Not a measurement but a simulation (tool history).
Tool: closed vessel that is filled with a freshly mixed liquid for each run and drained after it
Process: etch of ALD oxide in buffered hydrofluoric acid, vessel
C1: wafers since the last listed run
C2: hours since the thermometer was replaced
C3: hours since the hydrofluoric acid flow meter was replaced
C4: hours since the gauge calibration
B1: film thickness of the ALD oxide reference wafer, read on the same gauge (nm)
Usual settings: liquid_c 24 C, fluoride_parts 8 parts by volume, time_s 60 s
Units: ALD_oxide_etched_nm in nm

Run 1, hour 0: usual settings but fluoride_parts 9 parts by volume; C1 0; C2 1739.2; C3 506.3; C4 329.7; B1 150.02. Result: ALD_oxide_etched_nm 117.8 nm.
Run 2, hour 76: usual settings but fluoride_parts 9 parts by volume; C1 8215; C2 1815.2; C3 582.3; C4 405.7; B1 149.99. Result: ALD_oxide_etched_nm 118.55 nm.
Run 3, hour 176.8: usual settings but fluoride_parts 9 parts by volume; C1 10896; C2 1916; C3 683.1; C4 506.5; B1 149.97. Result: ALD_oxide_etched_nm 119.54 nm.
Run 4, hour 226.2: usual settings; C1 5340; C2 1965.4; C3 732.5; C4 555.9; B1 149.99. Result: ALD_oxide_etched_nm 135.92 nm.
Run 5, hour 316.1: usual settings but liquid_c 26.5 C; C1 9718; C2 2055.3; C3 822.4; C4 645.8; B1 149.99. Result: ALD_oxide_etched_nm 154.81 nm.
Run 6, hour 423.1: usual settings; C1 11567; C2 2162.3; C3 929.4; C4 752.8; B1 149.98. Result: ALD_oxide_etched_nm 134.37 nm.
Run 7, hour 464.4: usual settings; C1 4464; C2 2203.6; C3 970.7; C4 794.1; B1 149.98. Result: ALD_oxide_etched_nm 136 nm.
Run 8, hour 549.6: usual settings but time_s 35 s; C1 9210; C2 2288.8; C3 1055.9; C4 879.3; B1 150. Result: ALD_oxide_etched_nm 79.66 nm.
Run 9, hour 586: usual settings but time_s 35 s; C1 3934; C2 2325.2; C3 1092.3; C4 915.7; B1 150.03. Result: ALD_oxide_etched_nm 79.11 nm.
Run 10, hour 631: usual settings but fluoride_parts 7.5 parts by volume; C1 4864; C2 2370.2; C3 1137.3; C4 960.7; B1 149.96. Result: ALD_oxide_etched_nm 147.23 nm.
Run 11, hour 699.1: usual settings but fluoride_parts 7.5 parts by volume; C1 7361; C2 2438.3; C3 1205.4; C4 1028.8; B1 149.96. Result: ALD_oxide_etched_nm 146.53 nm.
Run 12, hour 738.7: usual settings; C1 4280; C2 2477.9; C3 1245; C4 1068.4; B1 149.99. Result: ALD_oxide_etched_nm 136.78 nm.
Run 13, hour 836.1: usual settings but liquid_c 29 C, fluoride_parts 9.5 parts by volume, time_s 30 s; C1 10529; C2 2575.3; C3 1342.4; C4 1165.8; B1 150.01. Result: ALD_oxide_etched_nm 75.98 nm.
Run 14, hour 931.2: usual settings but liquid_c 22 C, fluoride_parts 6.5 parts by volume, time_s 75 s; C1 10280; C2 2670.4; C3 1437.5; C4 1260.9; B1 150.01. Result: ALD_oxide_etched_nm 188.41 nm.
Run 15, hour 1039: usual settings but time_s 80 s; C1 11653; C2 2778.2; C3 1545.3; C4 1368.7; B1 150. Result: ALD_oxide_etched_nm 182.97 nm.
At hour 1043: gauge calibrated.
At hour 1096.9: thermometer replaced.
Run 16, hour 1110.1: usual settings but liquid_c 26.5 C, fluoride_parts 6 parts by volume; C1 7578; C2 13.2; C3 1616.4; C4 67.1; B1 150. Result: ALD_oxide_etched_nm 194.96 nm.
Run 17, hour 1197.6: usual settings but fluoride_parts 7.5 parts by volume; C1 9459; C2 100.7; C3 1703.9; C4 154.6; B1 150.01. Result: ALD_oxide_etched_nm 139.27 nm.
At hour 1209.9: hydrofluoric acid flow meter replaced.
Run 18, hour 1267.7: usual settings but time_s 45 s; C1 7469; C2 170.8; C3 57.8; C4 224.7; B1 149.98. Result: ALD_oxide_etched_nm 98.02 nm.
Run 19, hour 1326.6: usual settings but liquid_c 26.5 C, fluoride_parts 6.5 parts by volume, time_s 30 s; C1 6367; C2 229.7; C3 116.7; C4 283.6; B1 150.04. Result: ALD_oxide_etched_nm 92.07 nm.
Run 20, hour 1422.4: usual settings but liquid_c 20 C, fluoride_parts 10 parts by volume, time_s 30 s; C1 10356; C2 325.5; C3 212.5; C4 379.4; B1 150.01. Result: ALD_oxide_etched_nm 43.43 nm.
Run 21, hour 1505.5: usual settings but liquid_c 21 C; C1 8983; C2 408.6; C3 295.6; C4 462.5; B1 150.01. Result: ALD_oxide_etched_nm 111.97 nm.
Run 22, hour 1592: usual settings but fluoride_parts 7 parts by volume, time_s 50 s; C1 9350; C2 495.1; C3 382.1; C4 549; B1 150.01. Result: ALD_oxide_etched_nm 125.84 nm.

4 ways to go on from here, each from the tool as it stands after run 22. What would each give?
Run A, hour 1592.7: usual settings but liquid_c 21.5 C; C1 75; C2 495.8; C3 382.8; C4 549.7; B1 ?. Result: ALD_oxide_etched_nm ?.
Run B, hour 1592.7: usual settings but liquid_c 28.5 C, fluoride_parts 9.5 parts by volume, time_s 80 s; C1 75; C2 495.8; C3 382.8; C4 549.7; B1 ?. Result: ALD_oxide_etched_nm ?.
Run C, hour 1592.7: usual settings but liquid_c 19.5 C, time_s 30 s; C1 75; C2 495.8; C3 382.8; C4 549.7; B1 ?. Result: ALD_oxide_etched_nm ?.
Run D, hour 1592.7: usual settings but fluoride_parts 5 parts by volume; C1 75; C2 495.8; C3 382.8; C4 549.7; B1 ?. Result: ALD_oxide_etched_nm ?.

run      B1  ALD_oxide_etched_nm
  A  150.02               113.86
  B  150.02               188.54
  C  150.02                50.93
  D  150.02               201.14
Without the tool's hidden state the same runs would have given:
run  ALD_oxide_etched_nm
  A               112.29
  B               186.07
  C                50.22
  D               198.43
